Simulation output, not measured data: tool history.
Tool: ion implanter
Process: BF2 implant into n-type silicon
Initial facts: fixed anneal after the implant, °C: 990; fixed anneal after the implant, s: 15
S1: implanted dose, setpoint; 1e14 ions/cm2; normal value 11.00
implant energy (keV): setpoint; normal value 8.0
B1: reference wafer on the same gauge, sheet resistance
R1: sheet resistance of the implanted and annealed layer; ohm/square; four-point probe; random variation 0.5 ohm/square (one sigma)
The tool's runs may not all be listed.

run 1 hour=0.0 | S1=8.70 implant_energy_(keV)=6.5 | B1=395.94 | R1=372.58
run 2 hour=24.5 | S1=12.36 implant_energy_(keV)=6.5 | B1=395.96 | R1=355.23
run 3 hour=48.3 | S1=12.36 implant_energy_(keV)=6.5 | B1=396.13 | R1=355.70
run 4 hour=61.3 | S1=9.03 implant_energy_(keV)=7.0 | B1=395.95 | R1=360.26
run 5 hour=74.9 | S1=11.00 implant_energy_(keV)=8.0 | B1=395.99 | R1=335.27
run 6 hour=97.0 | S1=9.57 implant_energy_(keV)=8.0 | B1=395.93 | R1=341.25
-- hour=104.4 gauge calibrated
run 7 hour=114.5 | S1=9.57 implant_energy_(keV)=8.0 | B1=396.05 | R1=341.36
run 8 hour=133.5 | S1=11.00 implant_energy_(keV)=8.0 | B1=396.03 | R1=334.93
run 9 hour=147.1 | S1=7.83 implant_energy_(keV)=5.0 | B1=396.08 | R1=413.71
-- hour=160.9 extraction supply calibrated
run 10 hour=171.8 | S1=13.70 implant_energy_(keV)=9.5 | B1=395.88 | R1=305.98
-- hour=200.5 Faraday cup replaced and dose calibrated
run 11 hour=201.0 | S1=13.59 implant_energy_(keV)=9.5 | B1=396.07 | R1=307.02
run 12 hour=218.1 | S1=12.70 implant_energy_(keV)=10.5 | B1=395.88 | R1=297.74
run 13 hour=234.2 | S1=11.00 implant_energy_(keV)=8.0 | B1=395.90 | R1=335.98
run 14 hour=265.9 | S1=13.18 implant_energy_(keV)=6.0 | B1=395.86 | R1=363.61

Here are 5 independent what-if runs from the current tool condition. What would each one return?
run A hour=266.3 | S1=11.00 implant_energy_(keV)=8.0 | B1=? | R1=?
run B hour=266.3 | S1=13.35 implant_energy_(keV)=5.5 | B1=? | R1=?
run C hour=266.3 | S1=11.00 implant_energy_(keV)=6.0 | B1=? | R1=?
run D hour=266.3 | S1=11.00 implant_energy_(keV)=9.0 | B1=? | R1=?
run E hour=266.3 | S1=12.76 implant_energy_(keV)=6.5 | B1=? | R1=?

run=A B1=396.03 R1=335.09
run=B B1=396.03 R1=373.30
run=C B1=396.03 R1=370.10
run=D B1=396.03 R1=321.03
run=E B1=396.03 R1=354.39
Take away the tool's hidden state, keep each run's random variation, and the runs would have read:
run=A R1=335.09
run=B R1=373.30
run=C R1=370.10
run=D R1=321.03
run=E R1=354.39
